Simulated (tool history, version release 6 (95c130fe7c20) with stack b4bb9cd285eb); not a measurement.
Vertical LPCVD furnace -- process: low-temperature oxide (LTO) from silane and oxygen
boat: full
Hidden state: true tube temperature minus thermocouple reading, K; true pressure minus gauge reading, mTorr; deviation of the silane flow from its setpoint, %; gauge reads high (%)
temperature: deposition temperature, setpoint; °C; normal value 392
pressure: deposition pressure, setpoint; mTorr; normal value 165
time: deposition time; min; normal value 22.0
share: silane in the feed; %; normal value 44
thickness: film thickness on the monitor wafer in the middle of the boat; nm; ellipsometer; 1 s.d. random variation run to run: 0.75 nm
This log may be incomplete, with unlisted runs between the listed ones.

run     day  temperature  pressure  time  share  wafers since the last listed run  hours since the last temperature calibration  hours since the pressure gauge was zeroed  hours since the silane flow controller was replaced  hours since the gauge calibration  read-back reference wafer on the same gauge, thickness  thickness
  1   0.000          392       165  22.0     44                                 0                                        1237.8                                     1346.2                                               4233.9                              821.3                                                  115.89     133.25
  2   2.117          392       165  22.0     44                               455                                        1288.6                                     1397.0                                               4284.7                              872.1                                                  115.69     133.61
  3   4.850          392       165  22.0     44                               588                                        1354.2                                     1462.6                                               4350.3                              937.7                                                  115.23     133.46
  4   6.688          392       165  22.0     44                               395                                        1398.3                                     1506.7                                               4394.4                              981.8                                                  115.18     132.85
  5   8.504          392       165  22.0     44                               390                                        1441.9                                     1550.3                                               4438.0                             1025.4                                                  114.89     132.24
  6   9.942          392       165  29.0     44                               309                                        1476.4                                     1584.8                                               4472.5                             1059.9                                                  114.80     174.53
  7  12.192          392       165  22.0     44                               484                                        1530.4                                     1638.8                                               4526.5                             1113.9                                                  114.35     132.95
  8  14.721          392       165  22.0     44                               544                                        1591.1                                     1699.5                                               4587.2                             1174.6                                                  114.19     131.75
  9  17.396          392       165  22.0     44                               575                                        1655.3                                     1763.7                                               4651.4                             1238.8                                                  113.95     131.39
     19.758  -- pressure gauge zeroed
 10  19.917          385       195  22.0     44                               327                                        1715.8                                        3.8                                               4711.9                             1299.3                                                  113.67     141.36
 11  22.850          385       195  22.0     44                               631                                        1786.2                                       74.2                                               4782.3                             1369.7                                                  113.45     143.68
 12  24.046          392       165  22.0     41                               257                                        1814.9                                      102.9                                               4811.0                             1398.4                                                  113.24     120.89
 13  25.146          392       165  22.0     41                               236                                        1841.3                                      129.3                                               4837.4                             1424.8                                                  113.18     120.11
 14  28.133          392       165  22.0     41                               642                                        1913.0                                      201.0                                               4909.1                             1496.5                                                  112.79     120.13
 15  30.996          392       165  22.0     44                               616                                        1981.7                                      269.7                                               4977.8                             1565.2                                                  112.33     130.20
     32.017  -- gauge calibrated
     32.267  -- thermocouples replaced and temperature profile calibrated
     33.429  -- silane flow controller replaced
 16  33.900          392       165  25.5     44                               194                                          39.2                                      339.4                                                 11.3                               45.2                                                  118.87     157.63
 17  35.188          387       165  26.5     50                               277                                          70.1                                      370.3                                                 42.2                               76.1                                                  118.72     176.66
 18  37.283          392       200  22.0     44                               451                                         120.4                                      420.6                                                 92.5                              126.4                                                  118.53     166.34
 19  38.492          392       165  22.0     44                               260                                         149.4                                      449.6                                                121.5                              155.4                                                  118.52     136.48
 20  40.850          392       145  16.5     44                               507                                         206.0                                      506.2                                                178.1                              212.0                                                  118.18      89.13
 21  42.508          400       165  22.0     36                               356                                         245.8                                      546.0                                                217.9                              251.8                                                  117.98     116.72
 22  44.671          392       205  22.0     44                               465                                         297.7                                      597.9                                                269.8                              303.7                                                  117.79     168.30
 23  47.183          392       165  25.0     44                               540                                         358.0                                      658.2                                                330.1                              364.0                                                  117.35     154.16
 24  48.788          392       165  22.0     44                               345                                         396.5                                      696.7                                                368.6                              402.5                                                  117.20     134.35
 25  50.733          392       165  22.0     44                               418                                         443.2                                      743.4                                                415.3                              449.2                                                  117.02     134.77
 26  53.692          392       165  22.0     41                               636                                         514.2                                      814.4                                                486.3                              520.2                                                  116.65     124.16
 27  55.742          392       150  22.0     38                               441                                         563.4                                      863.6                                                535.5                              569.4                                                  116.54     102.23
 28  58.025          392       185  30.0     38                               491                                         618.2                                      918.4                                                590.3                              624.2                                                  116.21     172.42
 29  59.033          385       195  22.0     44                               217                                         642.4                                      942.6                                                614.5                              648.4                                                  116.15     146.67
 30  60.612          401       155  29.5     50                               339                                         680.3                                      980.5                                                652.4                              686.3                                                  115.78     207.42
 31  62.858          389       165  22.0     44                               483                                         734.2                                     1034.4                                                706.3                              740.2                                                  115.69     128.62

Give the tool's hidden conditions for every run:
true tube temperature minus thermocouple reading, K: 0 in every run
true pressure minus gauge reading, mTorr: 0 in every run
deviation of the silane flow from its setpoint, %: 0 in every run
H1: gauge reads high (%)
run       H1
  1    -2.57
  2    -2.78
  3    -3.04
  4    -3.22
  5    -3.39
  6    -3.53
  7    -3.75
  8    -3.99
  9    -4.24
 10    -4.49
 11    -4.77
 12    -4.88
 13    -4.99
 14    -5.28
 15    -5.55
 16  -0.0283
 17   -0.152
 18   -0.353
 19   -0.469
 20   -0.695
 21   -0.855
 22    -1.06
 23     -1.3
 24    -1.46
 25    -1.64
 26    -1.93
 27    -2.13
 28    -2.34
 29    -2.44
 30    -2.59
 31    -2.81
